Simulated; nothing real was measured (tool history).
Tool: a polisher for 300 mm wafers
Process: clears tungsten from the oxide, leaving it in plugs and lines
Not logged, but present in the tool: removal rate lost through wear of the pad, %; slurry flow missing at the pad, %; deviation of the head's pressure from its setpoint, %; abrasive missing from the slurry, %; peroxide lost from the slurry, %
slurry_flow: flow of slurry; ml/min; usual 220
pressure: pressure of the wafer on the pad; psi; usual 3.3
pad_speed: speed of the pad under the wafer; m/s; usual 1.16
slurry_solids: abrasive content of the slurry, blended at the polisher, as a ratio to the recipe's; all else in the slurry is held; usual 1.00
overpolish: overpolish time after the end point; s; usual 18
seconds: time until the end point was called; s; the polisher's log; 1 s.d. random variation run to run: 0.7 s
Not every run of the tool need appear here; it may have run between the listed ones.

| run | day | slurry_flow | pressure | pad_speed | slurry_solids | overpolish | wafers since the last listed run | wafers polished on this pad | hours since the slurry nozzle was cleaned | hours since the head pressure was calibrated | hours since the slurry blender was calibrated | hours since the slurry got fresh peroxide | incoming thickness of the incoming film, nm | seconds |
|---|---|---|---|---|---|---|---|---|---|---|---|---|---|---|
| 1 | 0.000 | 220 | 3.3 | 1.16 | 1.00 | 18 | 0 | 806 | 375.1 | 326.1 | 231.0 | 39.5 | 291.4 | 53.8 |
| 2 | 0.612 | 220 | 3.3 | 1.16 | 1.00 | 18 | 178 | 984 | 389.8 | 340.8 | 245.7 | 54.2 | 289.3 | 52.9 |
|  | 1.308 | worn pad replaced by a new one |
| 3 | 1.329 | 220 | 3.3 | 1.16 | 1.00 | 18 | 160 | 6 | 407.0 | 358.0 | 262.9 | 71.4 | 287.5 | 52.4 |
| 4 | 1.700 | 220 | 3.3 | 0.94 | 0.85 | 18 | 107 | 114 | 415.9 | 366.9 | 271.8 | 80.3 | 293.3 | 67.4 |
| 5 | 2.396 | 220 | 3.3 | 1.16 | 1.00 | 18 | 202 | 317 | 432.6 | 383.6 | 288.5 | 97.0 | 285.7 | 52.4 |
|  | 2.633 | slurry tank refilled with fresh slurry and peroxide |
| 6 | 3.108 | 220 | 3.3 | 1.16 | 1.00 | 18 | 195 | 512 | 449.7 | 400.7 | 305.6 | 11.4 | 287.1 | 52.8 |
| 7 | 3.588 | 220 | 3.3 | 1.16 | 1.00 | 18 | 139 | 651 | 461.2 | 412.2 | 317.1 | 22.9 | 290.2 | 54.2 |
| 8 | 4.217 | 220 | 3.3 | 1.16 | 1.00 | 18 | 183 | 834 | 476.3 | 427.3 | 332.2 | 38.0 | 286.0 | 53.5 |
| 9 | 4.583 | 200 | 3.3 | 1.16 | 0.80 | 18 | 106 | 941 | 485.1 | 436.1 | 341.0 | 46.8 | 291.6 | 57.7 |
|  | 4.742 | head pressure recalibrated |
| 10 | 5.062 | 200 | 3.3 | 1.16 | 0.80 | 18 | 115 | 1056 | 496.6 | 7.7 | 352.5 | 58.3 | 293.8 | 57.6 |
|  | 5.517 | worn pad replaced by a new one |
| 11 | 5.575 | 220 | 3.3 | 1.16 | 1.00 | 18 | 100 | 16 | 508.9 | 20.0 | 364.8 | 70.6 | 295.5 | 55.8 |
| 12 | 5.833 | 220 | 3.3 | 1.16 | 1.00 | 12 | 75 | 92 | 515.1 | 26.2 | 371.0 | 76.8 | 285.5 | 52.3 |
| 13 | 6.096 | 240 | 2.9 | 1.16 | 1.00 | 23 | 76 | 168 | 521.4 | 32.5 | 377.3 | 83.1 | 290.9 | 59.7 |

Forecast run 14:
|  | 6.383 | slurry blender recalibrated |
| 14 | 6.546 | 200 | 3.3 | 1.50 | 1.10 | 18 | 106 | 275 | 532.2 | 43.3 | 3.9 | 93.9 | 285.7 | ? |

{"run 14": {"seconds": 41.8}}
Take away the tool's hidden state, keep the run-to-run variation as it was, and the same run would have given seconds 41.8 s.
